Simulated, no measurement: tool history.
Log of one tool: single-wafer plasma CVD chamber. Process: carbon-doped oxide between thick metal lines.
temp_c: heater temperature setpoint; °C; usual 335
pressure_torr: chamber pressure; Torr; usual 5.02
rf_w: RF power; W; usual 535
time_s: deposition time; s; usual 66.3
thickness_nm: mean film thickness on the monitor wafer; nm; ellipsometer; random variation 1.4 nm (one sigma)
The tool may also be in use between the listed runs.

| run | hour | temp_c | pressure_torr | rf_w | time_s | wafers since the last listed run | hours since the last thermocouple change | hours since the last RF generator calibration | hours since the last manometer calibration | hours since the showerhead was replaced | hours since the gauge calibration | read-back reference wafer on the same gauge, thickness_nm | thickness_nm |
|---|---|---|---|---|---|---|---|---|---|---|---|---|---|
| 1 | 0.0 | 335 | 5.02 | 535 | 66.3 | 0 | 2938.8 | 2075.6 | 2454.6 | 6077.1 | 318.3 | 418.635 | 370.602 |
| 2 | 24.9 | 335 | 5.02 | 610 | 66.3 | 421 | 2963.7 | 2100.5 | 2479.5 | 6102.0 | 343.2 | 418.765 | 398.514 |
| 3 | 50.6 | 335 | 5.02 | 610 | 66.3 | 435 | 2989.4 | 2126.2 | 2505.2 | 6127.7 | 368.9 | 418.626 | 395.299 |
| 4 | 80.2 | 335 | 5.02 | 610 | 66.3 | 501 | 3019.0 | 2155.8 | 2534.8 | 6157.3 | 398.5 | 418.846 | 396.293 |
|  | 93.8 | thermocouple changed; heater temperature recalibrated |
| 5 | 96.0 | 335 | 5.02 | 535 | 59.3 | 132 | 2.2 | 2171.6 | 2550.6 | 6173.1 | 414.3 | 418.911 | 331.227 |
|  | 116.4 | capacitance manometer re-zeroed and calibrated |
| 6 | 117.6 | 335 | 5.02 | 535 | 69.8 | 230 | 23.8 | 2193.2 | 1.2 | 6194.7 | 435.9 | 419.459 | 388.867 |
| 7 | 138.9 | 335 | 5.02 | 535 | 69.8 | 360 | 45.1 | 2214.5 | 22.5 | 6216.0 | 457.2 | 419.151 | 387.409 |
| 8 | 158.4 | 335 | 5.02 | 490 | 66.3 | 330 | 64.6 | 2234.0 | 42.0 | 6235.5 | 476.7 | 419.043 | 353.082 |
| 9 | 178.7 | 343 | 5.02 | 535 | 66.3 | 344 | 84.9 | 2254.3 | 62.3 | 6255.8 | 497.0 | 419.081 | 357.919 |
| 10 | 193.4 | 322 | 5.02 | 535 | 66.3 | 249 | 99.6 | 2269.0 | 77.0 | 6270.5 | 511.7 | 418.836 | 383.487 |
| 11 | 219.8 | 348 | 5.83 | 460 | 60.2 | 447 | 126.0 | 2295.4 | 103.4 | 6296.9 | 538.1 | 419.122 | 299.701 |
| 12 | 249.0 | 335 | 5.02 | 535 | 66.3 | 494 | 155.2 | 2324.6 | 132.6 | 6326.1 | 567.3 | 418.910 | 366.515 |
| 13 | 281.9 | 335 | 5.92 | 560 | 66.3 | 557 | 188.1 | 2357.5 | 165.5 | 6359.0 | 600.2 | 419.321 | 380.106 |
| 14 | 308.1 | 335 | 5.02 | 535 | 66.3 | 443 | 214.3 | 2383.7 | 191.7 | 6385.2 | 626.4 | 419.281 | 368.020 |

Run 15 comes next. What will it give?
| 15 | 331.6 | 324 | 5.02 | 600 | 72.8 | 398 | 237.8 | 2407.2 | 215.2 | 6408.7 | 649.9 | ? | ? |

{"run 15": {"read-back reference wafer on the same gauge, thickness_nm": 419.182, "thickness_nm": 441.32}}
Without the tool's hidden state the same run would have given thickness_nm 466.137 nm.
